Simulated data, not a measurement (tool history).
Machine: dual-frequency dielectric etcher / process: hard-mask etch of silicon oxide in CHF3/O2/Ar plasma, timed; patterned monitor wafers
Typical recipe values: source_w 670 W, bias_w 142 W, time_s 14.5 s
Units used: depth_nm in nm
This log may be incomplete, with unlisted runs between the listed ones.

run     day  source_w  bias_w  time_s  wafers since the last listed run  hours since the last wet clean  hours since the last source power generator calibration  hours since the last bias power generator calibration  hours since the last upper electrode change  hours since the gauge calibration  read-back reference wafer on the same gauge, depth_nm  depth_nm
  1       0       670     142    14.5                                 0                            62.7                                                   1184.5                                                 3293.5                                       3876.9                              735.6                                                  26.79     27.26
  2   2.775       670     142    14.5                              1002                           129.3                                                   1251.1                                                 3360.1                                       3943.5                              802.2                                                   26.8     27.41
  3   6.492       670     142    14.5                              1342                           218.5                                                   1340.3                                                 3449.3                                       4032.7                              891.4                                                   26.8     27.56
  4   9.133       670     142    14.5                               953                           281.9                                                   1403.7                                                 3512.7                                       4096.1                              954.8                                                  26.79      27.8
     13.512  -- wet clean of the chamber
      18.75  -- upper electrode replaced
  5  20.712       670     142    14.5                              3459                           172.8                                                   1681.6                                                 3790.6                                         47.1                             1232.7                                                   26.8     27.67
     22.162  -- gauge calibrated
  6  24.612       670     142    14.5                              1408                           266.4                                                   1775.2                                                 3884.2                                        140.7                               58.8                                                  26.81     27.72
     25.775  -- bias power generator calibrated
     28.262  -- wet clean of the chamber
  7  28.283       600     142    14.5                               904                             0.5                                                   1863.3                                                   60.2                                        228.8                              146.9                                                  26.79     25.96
  8  31.654       600     142    14.5                              1217                            81.4                                                   1944.2                                                  141.1                                        309.7                              227.8                                                   26.8     26.11
  9  33.317       780     111      12                               600                           121.3                                                   1984.1                                                    181                                        349.6                              267.7                                                  26.82     22.27
 10  36.433       550     142    14.5                              1125                           196.1                                                   2058.9                                                  255.8                                        424.4                              342.5                                                  26.81     25.34
     39.238  -- source power generator calibrated
 11  39.258       610     177      11                               959                           263.9                                                      0.5                                                  323.6                                        492.2                              410.3                                                  26.79     21.68
 12  40.942       750     156    15.5                               607                           304.3                                                     40.9                                                    364                                        532.6                              450.7                                                  26.79        32
     42.562  -- wet clean of the chamber
 13  43.904       500     108    14.5                               708                            32.2                                                      112                                                  435.1                                        603.7                              521.8                                                  26.79     22.16
 14  46.979       550     142    14.5                              1110                             106                                                    185.8                                                  508.9                                        677.5                              595.6                                                  26.78     25.28
 15  51.425       560     142    15.5                              1605                           212.7                                                    292.5                                                  615.6                                        784.2                              702.3                                                   26.8     27.41
 16  53.638       670     142    14.5                               798                           265.8                                                    345.6                                                  668.7                                        837.3                              755.4                                                  26.79     27.71
 17  56.133       540     164      18                               901                           325.7                                                    405.5                                                  728.6                                        897.2                              815.3                                                  26.81     33.19

Branching from run 17: 5 alternative next runs. What would each branch give?
  A  56.15       670     142    10.5                                 6                           326.1                                                    405.9                                                    729                                        897.6                              815.7                                                      ?         ?
  B  56.15       670     142      18                                 6                           326.1                                                    405.9                                                    729                                        897.6                              815.7                                                      ?         ?
  C  56.15       720     166      11                                 6                           326.1                                                    405.9                                                    729                                        897.6                              815.7                                                      ?         ?
  D  56.15       540     142    14.5                                 6                           326.1                                                    405.9                                                    729                                        897.6                              815.7                                                      ?         ?
  E  56.15       770     142    12.5                                 6                           326.1                                                    405.9                                                    729                                        897.6                              815.7                                                      ?         ?

run  read-back reference wafer on the same gauge, depth_nm  depth_nm
  A                                                   26.8     20.27
  B                                                   26.8     34.75
  C                                                   26.8     23.03
  D                                                   26.8     25.54
  E                                                   26.8     25.58
With the hidden condition removed and each run's random variation left untouched, the same runs would have given:
run  depth_nm
  A     19.73
  B     33.82
  C     22.41
  D     24.85
  E      24.9
